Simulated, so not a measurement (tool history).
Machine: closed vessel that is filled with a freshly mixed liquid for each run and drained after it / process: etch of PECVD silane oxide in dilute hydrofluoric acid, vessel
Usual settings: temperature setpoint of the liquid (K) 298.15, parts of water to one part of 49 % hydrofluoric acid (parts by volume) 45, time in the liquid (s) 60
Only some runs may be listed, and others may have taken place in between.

run   hour  temperature setpoint of the liquid (K)  parts of water to one part of 49 % hydrofluoric acid (parts by volume)  time in the liquid (s)  wafers since the last listed run  hours since the thermometer was replaced  hours since the hydrofluoric acid flow meter was replaced  hours since the gauge calibration  read-back film thickness of the PECVD silane oxide reference wafer, read on the same gauge (nm)  thickness taken off the PECVD silane oxide on a monitor wafer (Å)
  1    0.0                                  298.15                                                                      45                      60                                 0                                    1207.9                                                     1455.1                              132.9                                                                                            40.03                                                              296.3
  2   14.7                                  298.15                                                                      45                      60                              2057                                    1222.6                                                     1469.8                              147.6                                                                                            39.99                                                              292.6
  3   31.0                                  298.15                                                                      45                      60                              2281                                    1238.9                                                     1486.1                              163.9                                                                                            39.97                                                              295.1
  4   48.1                                  298.15                                                                      45                      60                              2393                                    1256.0                                                     1503.2                              181.0                                                                                            40.02                                                              292.2
  5   62.1                                  298.15                                                                      35                      60                              1959                                    1270.0                                                     1517.2                              195.0                                                                                            39.97                                                              382.2
  6   71.0                                  298.15                                                                      35                      60                              1245                                    1278.9                                                     1526.1                              203.9                                                                                            39.98                                                              383.0
  7   83.6                                  298.15                                                                      35                      60                              1763                                    1291.5                                                     1538.7                              216.5                                                                                            40.01                                                              381.1
  8   95.9                                  298.15                                                                      45                      60                              1721                                    1303.8                                                     1551.0                              228.8                                                                                            40.01                                                              292.6
  9  105.2                                  298.15                                                                      45                      60                              1301                                    1313.1                                                     1560.3                              238.1                                                                                            40.03                                                              292.2
 10  111.6                                  298.15                                                                      60                      60                               895                                    1319.5                                                     1566.7                              244.5                                                                                            39.95                                                              214.4
     125.6  -- thermometer replaced
 11  129.3                                  298.15                                                                      60                      60                              2337                                       3.7                                                     1584.4                              262.2                                                                                            40.00                                                              241.3
 12  141.2                                  298.15                                                                      60                      60                              1665                                      15.6                                                     1596.3                              274.1                                                                                            40.00                                                              241.3
 13  148.5                                  298.15                                                                      45                      60                              1021                                      22.9                                                     1603.6                              281.4                                                                                            39.96                                                              329.4
 14  162.3                                  298.15                                                                      45                      60                              1931                                      36.7                                                     1617.4                              295.2                                                                                            40.01                                                              330.5
 15  174.7                                  298.15                                                                      45                      45                              1735                                      49.1                                                     1629.8                              307.6                                                                                            40.00                                                              245.2
 16  182.3                                  295.65                                                                      45                      60                              1063                                      56.7                                                     1637.4                              315.2                                                                                            40.01                                                              296.3
 17  196.8                                  298.15                                                                      45                      60                              2029                                      71.2                                                     1651.9                              329.7                                                                                            39.98                                                              327.3
 18  206.5                                  298.15                                                                      65                      75                              1357                                      80.9                                                     1661.6                              339.4                                                                                            39.99                                                              276.6
 19  224.4                                  293.15                                                                      25                      50                              2505                                      98.8                                                     1679.5                              357.3                                                                                            40.01                                                              410.0
 20  235.3                                  294.15                                                                      45                      35                              1525                                     109.7                                                     1690.4                              368.2                                                                                            40.05                                                              160.8
 21  248.7                                  294.15                                                                      55                      60                              1875                                     123.1                                                     1703.8                              381.6                                                                                            40.01                                                              223.8
 22  260.3                                  300.15                                                                      35                      50                              1623                                     134.7                                                     1715.4                              393.2                                                                                            40.04                                                              386.9
     268.4  -- hydrofluoric acid flow meter replaced
 23  274.6                                  296.65                                                                      45                      60                              1861                                     149.0                                                        6.2                              407.5                                                                                            39.98                                                              305.7
     282.2  -- gauge calibrated
 24  291.0                                  298.15                                                                      45                      60                              2295                                     165.4                                                       22.6                                8.8                                                                                            39.98                                                              328.2
 25  303.4                                  301.65                                                                      45                      45                              1735                                     177.8                                                       35.0                               21.2                                                                                            40.01                                                              281.4
 26  320.9                                  298.15                                                                      45                      60                              2449                                     195.3                                                       52.5                               38.7                                                                                            39.95                                                              326.2
 27  327.6                                  295.65                                                                      25                      80                               937                                     202.0                                                       59.2                               45.4                                                                                            39.99                                                              722.1
 28  342.5                                  293.15                                                                      30                      40                              2085                                     216.9                                                       74.1                               60.3                                                                                            39.99                                                              266.6
 29  353.9                                  294.15                                                                      45                      60                              1595                                     228.3                                                       85.5                               71.7                                                                                            40.02                                                              274.8
 30  361.6                                  293.15                                                                      25                      80                              1077                                     236.0                                                       93.2                               79.4                                                                                            40.00                                                              644.2
 31  378.0                                  298.15                                                                      55                      60                              2295                                     252.4                                                      109.6                               95.8                                                                                            40.02                                                              261.1
 32  391.6                                  295.65                                                                      30                      60                              1903                                     266.0                                                      123.2                              109.4                                                                                            39.99                                                              442.7
 33  399.1                                  298.15                                                                      45                      60                              1049                                     273.5                                                      130.7                              116.9                                                                                            40.02                                                              325.5

Measured result minus the same run's result without the hidden state. Both carry the same run-to-run variation, though not necessarily the same gauge scatter:
Hidden state present: liquid colder than its thermometer reads (K); hydrofluoric acid flow above the setpoint (%); gauge reads high (%).
run  thickness taken off the PECVD silane oxide on a monitor wafer (Å)
  1                                                              -36.4
  2                                                              -36.3
  3                                                              -37.0
  4                                                              -37.2
  5                                                              -49.6
  6                                                              -50.1
  7                                                              -50.4
  8                                                              -38.7
  9                                                              -38.9
 10                                                              -28.3
 11                                                               -1.0
 12                                                               -1.3
 13                                                               -1.9
 14                                                               -2.3
 15                                                               -2.0
 16                                                               -2.7
 17                                                               -3.4
 18                                                               -3.0
 19                                                               -5.6
 20                                                               -2.3
 21                                                               -3.4
 22                                                               -6.2
 23                                                               -5.3
 24                                                               -6.1
 25                                                               -5.5
 26                                                               -7.0
 27                                                              -16.5
 28                                                               -6.5
 29                                                               -7.0
 30                                                              -17.0
 31                                                               -6.9
 32                                                              -12.7
 33                                                               -9.3

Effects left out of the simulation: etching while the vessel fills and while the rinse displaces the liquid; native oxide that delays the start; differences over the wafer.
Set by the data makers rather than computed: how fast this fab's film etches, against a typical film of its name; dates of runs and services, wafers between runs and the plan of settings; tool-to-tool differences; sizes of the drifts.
